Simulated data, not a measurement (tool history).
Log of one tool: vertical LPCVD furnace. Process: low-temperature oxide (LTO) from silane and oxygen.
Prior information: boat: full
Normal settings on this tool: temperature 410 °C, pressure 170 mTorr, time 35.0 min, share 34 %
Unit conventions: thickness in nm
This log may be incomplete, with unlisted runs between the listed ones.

run    hour  temperature  pressure  time  share  wafers since the last listed run  hours since the last temperature calibration  hours since the pressure gauge was zeroed  hours since the silane flow controller was replaced  hours since the gauge calibration  read-back reference wafer on the same gauge, thickness  thickness
  1     0.0          410       170  35.0     34                                 0                                        3103.8                                     3710.2                                               4711.1                             1844.5                                                  263.93     229.55
  2    62.7          410       170  35.0     34                               950                                        3166.5                                     3772.9                                               4773.8                             1907.2                                                  264.07     228.50
  3   106.5          410       170  35.0     34                               664                                        3210.3                                     3816.7                                               4817.6                             1951.0                                                  263.97     229.35
  4   192.1          401       170  39.5     34                              1298                                        3295.9                                     3902.3                                               4903.2                             2036.6                                                  263.88     233.98
  5   251.1          401       170  39.5     34                               894                                        3354.9                                     3961.3                                               4962.2                             2095.6                                                  263.95     233.35
  6   345.8          410       170  35.0     29                              1436                                        3449.6                                     4056.0                                               5056.9                             2190.3                                                  263.86     183.99
  7   639.0          410       170  35.0     29                              4446                                        3742.8                                     4349.2                                               5350.1                             2483.5                                                  264.08     183.88
  8   793.5          410       170  35.0     34                              2343                                        3897.3                                     4503.7                                               5504.6                             2638.0                                                  264.06     230.19
      856.4  -- gauge calibrated
  9   859.9          410       170  35.0     34                              1007                                        3963.7                                     4570.1                                               5571.0                                3.5                                                  264.02     229.69
      945.2  -- pressure gauge zeroed
 10   945.7          410       170  35.0     34                               937                                        4049.5                                        0.5                                               5656.8                               89.3                                                  263.84     229.73
 11  1013.5          410       170  35.0     34                              1028                                        4117.3                                       68.3                                               5724.6                              157.1                                                  264.13     230.85
 12  1085.1          410       170  35.0     34                              1085                                        4188.9                                      139.9                                               5796.2                              228.7                                                  263.95     230.30
 13  1158.6          410       170  35.0     34                              1114                                        4262.4                                      213.4                                               5869.7                              302.2                                                  263.99     230.13
 14  1220.6          412       170  35.0     34                               940                                        4324.4                                      275.4                                               5931.7                              364.2                                                  263.97     235.57
 15  1267.4          398       170  35.0     34                               709                                        4371.2                                      322.2                                               5978.5                              411.0                                                  263.96     201.01
 16  1321.1          401       170  29.5     34                               814                                        4424.9                                      375.9                                               6032.2                              464.7                                                  264.15     176.13
     1361.6  -- silane flow controller replaced
 17  1410.2          407       140  35.0     34                               987                                        4514.0                                      465.0                                                 48.6                              553.8                                                  264.12     184.32
 18  1511.9          401       170  39.5     34                              1542                                        4615.7                                      566.7                                                150.3                              655.5                                                  263.97     235.60
 19  1560.5          410       170  35.0     40                               737                                        4664.3                                      615.3                                                198.9                              704.1                                                  264.05     282.01
 20  1657.7          410       170  35.0     34                              1474                                        4761.5                                      712.5                                                296.1                              801.3                                                  264.15     232.10
 21  1704.2          403       135  35.0     34                               705                                        4808.0                                      759.0                                                342.6                              847.8                                                  263.80     170.07
     1936.0  -- thermocouples replaced and temperature profile calibrated
 22  1978.2          398       130  35.0     40                              3791                                          42.2                                     1033.0                                                616.6                             1121.8                                                  263.94     186.30

Run 23 is up next; what results do you expect?
 23  2074.7          410       170  35.0     34                              1463                                         138.7                                     1129.5                                                713.1                             1218.3                                                       ?          ?

For run 23 the tool returned read-back reference wafer on the same gauge, thickness 264.02, thickness 227.17 nm.
Without the tool's hidden state the same run would have given thickness 227.02 nm.

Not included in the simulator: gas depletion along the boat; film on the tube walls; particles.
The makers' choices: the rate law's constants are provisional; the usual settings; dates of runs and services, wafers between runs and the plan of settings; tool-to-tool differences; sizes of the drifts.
